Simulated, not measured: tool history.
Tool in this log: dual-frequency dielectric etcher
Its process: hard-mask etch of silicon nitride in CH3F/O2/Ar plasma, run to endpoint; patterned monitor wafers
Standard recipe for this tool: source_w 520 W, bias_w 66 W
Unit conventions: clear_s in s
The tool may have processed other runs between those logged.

run	hour	source_w	bias_w	wafers since the last listed run	hours since the last wet clean	hours since the last source power generator calibration	hours since the last bias power generator calibration	hours since the last upper electrode change	incoming incoming film thickness, nm	clear_s
1	0	520	66	0	320.1	2678.4	1994	5492.8	38.51	45.1
# hour 53.9: wet clean of the chamber
2	72.7	520	66	387	18.8	2751.1	2066.7	5565.5	38.49	46
3	102.5	520	66	237	48.6	2780.9	2096.5	5595.3	39.05	46.7
4	116.7	520	58	113	62.8	2795.1	2110.7	5609.5	38.84	49.3
5	138.6	520	58	174	84.7	2817	2132.6	5631.4	38.66	49.1
6	169.6	520	58	246	115.7	2848	2163.6	5662.4	38.58	48.8
7	200.8	520	66	248	146.9	2879.2	2194.8	5693.6	38.9	46.1
8	229.1	520	66	225	175.2	2907.5	2223.1	5721.9	38.76	46
9	261.8	560	70	260	207.9	2940.2	2255.8	5754.6	38.35	42.9
10	290.2	520	66	226	236.3	2968.6	2284.2	5783	38.78	45.9
11	316.8	520	66	211	262.9	2995.2	2310.8	5809.6	39.03	46
12	329.4	520	66	100	275.5	3007.8	2323.4	5822.2	38.68	45.4
# hour 354.1: upper electrode replaced
13	366.4	520	66	103	312.5	3044.8	2360.4	12.3	38.99	45.9
# hour 378.9: bias power generator calibrated
14	393.4	520	66	183	339.5	3071.8	14.5	39.3	39	45.6
# hour 397.5: source power generator calibrated
# hour 435: wet clean of the chamber
15	435.5	520	66	112	0.5	38	56.6	81.4	38.31	46
16	439.9	600	61	35	4.9	42.4	61	85.8	38.67	46.2
17	455.5	450	72	124	20.5	58	76.6	101.4	38.82	46.9
18	474.5	600	66	151	39.5	77	95.6	120.4	38.65	44.1
19	492.2	520	57	140	57.2	94.7	113.3	138.1	38.15	48.9
20	525.1	610	54	262	90.1	127.6	146.2	171	38.59	47.9
21	557.4	560	57	257	122.4	159.9	178.5	203.3	38.53	48.5
22	580.1	520	66	180	145.1	182.6	201.2	226	38.28	45.5
23	613.2	520	66	263	178.2	215.7	234.3	259.1	38.43	45.8
24	634	460	66	165	199	236.5	255.1	279.9	38.75	47.8
25	647.8	600	61	109	212.8	250.3	268.9	293.7	38.49	45.1
26	678.3	520	54	242	243.3	280.8	299.4	324.2	38.85	50.7
27	701.4	520	73	183	266.4	303.9	322.5	347.3	38.84	43.7
28	721.4	520	52	159	286.4	323.9	342.5	367.3	38.37	50.8
29	739.4	640	71	143	304.4	341.9	360.5	385.3	38.72	40.8
# hour 782.8: wet clean of the chamber
30	783.3	420	66	158	0.5	385.8	404.4	429.2	38.89	49.8

Take each entry between the runs: how does the hidden state at the last listed run before it differ from the hidden state at the first listed run after it?
Runs 1 to 2: wet clean of the chamber (hour 53.9)
  etch rate over this chamber's usual, %: 2.12 -> 0.19
  measured less the result without the state, clear_s: -1 -> -0.1 s
Runs 12 to 13: upper electrode replaced (hour 354.1)
  etch rate over this chamber's usual, %: 1.91 -> 2.16
  measured less the result without the state, clear_s: -0.8 -> -1 s
Runs 13 to 14: bias power generator calibrated (hour 378.9)
  etch rate over this chamber's usual, %: 2.16 -> 2.34
  measured less the result without the state, clear_s: -1 -> -1.1 s
Runs 14 to 15: source power generator calibrated (hour 397.5); wet clean of the chamber (hour 435)
  etch rate over this chamber's usual, %: 2.34 -> -0.237
  measured less the result without the state, clear_s: -1.1 -> +0.1 s
Runs 29 to 30: wet clean of the chamber (hour 782.8)
  etch rate over this chamber's usual, %: 1.8 -> 0.68
  measured less the result without the state, clear_s: -0.8 -> -0.4 s
